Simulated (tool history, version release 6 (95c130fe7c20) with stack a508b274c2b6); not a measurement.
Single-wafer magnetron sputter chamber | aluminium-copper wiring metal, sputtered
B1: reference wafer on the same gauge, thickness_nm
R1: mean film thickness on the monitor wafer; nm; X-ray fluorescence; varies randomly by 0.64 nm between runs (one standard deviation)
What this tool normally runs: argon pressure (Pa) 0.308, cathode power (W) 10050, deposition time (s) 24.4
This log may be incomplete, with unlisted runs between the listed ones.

Run 1, hour 0: usual settings; B1 486.102. Result: R1 419.5 nm.
Run 2, hour 7: usual settings; B1 486.032. Result: R1 417.268 nm.
Run 3, hour 14.9: usual settings; B1 485.957. Result: R1 417.415 nm.
Run 4, hour 43.4: usual settings; B1 486.075. Result: R1 416.808 nm.
Run 5, hour 59.9: usual settings; B1 485.994. Result: R1 415.737 nm.
Run 6, hour 74.4: usual settings; B1 485.912. Result: R1 416.94 nm.
Run 7, hour 86.1: usual settings; B1 485.941. Result: R1 414.777 nm.
Run 8, hour 93.9: usual settings but deposition time (s) 22.8; B1 486.092. Result: R1 388.333 nm.
Run 9, hour 103.1: usual settings but deposition time (s) 22.8; B1 485.859. Result: R1 386.511 nm.
At hour 121.9: sputter target and shields replaced.
At hour 122.6: magnet pack replaced.
Run 10, hour 123.1: usual settings but argon pressure (Pa) 0.377; B1 486.001. Result: R1 407.082 nm.
Run 11, hour 136.4: usual settings but deposition time (s) 21.8; B1 486.057. Result: R1 371.701 nm.
Run 12, hour 149.1: usual settings; B1 486.058. Result: R1 417.108 nm.
Run 13, hour 162.4: usual settings; B1 485.838. Result: R1 417.084 nm.
Run 14, hour 192.5: usual settings; B1 486.146. Result: R1 416.367 nm.
At hour 199.3: gauge calibrated.
Run 15, hour 205.7: usual settings but argon pressure (Pa) 0.354; B1 486.11. Result: R1 409.306 nm.
Run 16, hour 217.8: usual settings but argon pressure (Pa) 0.354; B1 486.035. Result: R1 408.481 nm.
Run 17, hour 226.9: usual settings but cathode power (W) 8650; B1 485.941. Result: R1 368.127 nm.
Run 18, hour 240.7: usual settings but argon pressure (Pa) 0.423, cathode power (W) 9250, deposition time (s) 28.5; B1 486.013. Result: R1 433.463 nm.
Run 19, hour 248.9: usual settings but argon pressure (Pa) 0.417, cathode power (W) 12150; B1 485.882. Result: R1 463.535 nm.
Run 20, hour 264.5: usual settings; B1 486.103. Result: R1 413.069 nm.
Run 21, hour 275.1: usual settings but argon pressure (Pa) 0.254, cathode power (W) 11250; B1 486.076. Result: R1 460.155 nm.
At hour 288.6: sputter target and shields replaced.
Run 22, hour 298.5: usual settings but argon pressure (Pa) 0.423, deposition time (s) 23.1; B1 486.108. Result: R1 379.05 nm.
Run 23, hour 313.7: usual settings; B1 486.084. Result: R1 417.233 nm.
At hour 323.5: capacitance manometer re-zeroed and calibrated.
Run 24, hour 330.1: usual settings but argon pressure (Pa) 0.247, cathode power (W) 10850, deposition time (s) 27.1; B1 485.908. Result: R1 508.913 nm.
Run 25, hour 338.5: usual settings but argon pressure (Pa) 0.188; B1 486.106. Result: R1 440.27 nm.
Run 26, hour 354.5: usual settings but cathode power (W) 9300, deposition time (s) 26.3; B1 486.124. Result: R1 427.016 nm.
Run 27, hour 369: usual settings; B1 485.94. Result: R1 420.673 nm.
Run 28, hour 378.3: usual settings but argon pressure (Pa) 0.234, cathode power (W) 12000, deposition time (s) 27.9; B1 486.157. Result: R1 569.235 nm.
Run 29, hour 390.6: usual settings; B1 486.066. Result: R1 419.166 nm.
Run 30, hour 399.5: usual settings but argon pressure (Pa) 0.267, cathode power (W) 8750, deposition time (s) 28.6; B1 486.159. Result: R1 446.218 nm.
Run 31, hour 417.2: usual settings but argon pressure (Pa) 0.264, cathode power (W) 9200, deposition time (s) 27.2; B1 486.248. Result: R1 440.115 nm.
Run 32, hour 431.8: usual settings but argon pressure (Pa) 0.24, cathode power (W) 9350, deposition time (s) 22.2; B1 485.955. Result: R1 366.39 nm.
Run 33, hour 444.4: usual settings but argon pressure (Pa) 0.195, cathode power (W) 10900, deposition time (s) 26.5; B1 486.096. Result: R1 502.625 nm.
Run 34, hour 450.7: usual settings but cathode power (W) 8400; B1 485.991. Result: R1 362.207 nm.
At hour 467.8: sputter target and shields replaced.
Run 35, hour 468.3: usual settings but argon pressure (Pa) 0.348, cathode power (W) 9350, deposition time (s) 22.3; B1 486.051. Result: R1 358.348 nm.
Run 36, hour 476.2: usual settings but argon pressure (Pa) 0.262, deposition time (s) 28.9; B1 486.005. Result: R1 504.898 nm.

Below are 3 alternative next runs, each starting from the tool's condition after run 36. Predict each:
Run A, hour 476.6: usual settings; B1 ?. Result: R1 ?.
Run B, hour 476.6: usual settings but cathode power (W) 12250, deposition time (s) 21.8; B1 ?. Result: R1 ?.
Run C, hour 476.6: usual settings but cathode power (W) 10900; B1 ?. Result: R1 ?.

run      B1       R1
  A  485.97  421.183
  B  485.97  442.178
  C  485.97   449.67
With no hidden state in the tool, these same runs would have given:
run       R1
  A  424.393
  B  445.549
  C  453.098

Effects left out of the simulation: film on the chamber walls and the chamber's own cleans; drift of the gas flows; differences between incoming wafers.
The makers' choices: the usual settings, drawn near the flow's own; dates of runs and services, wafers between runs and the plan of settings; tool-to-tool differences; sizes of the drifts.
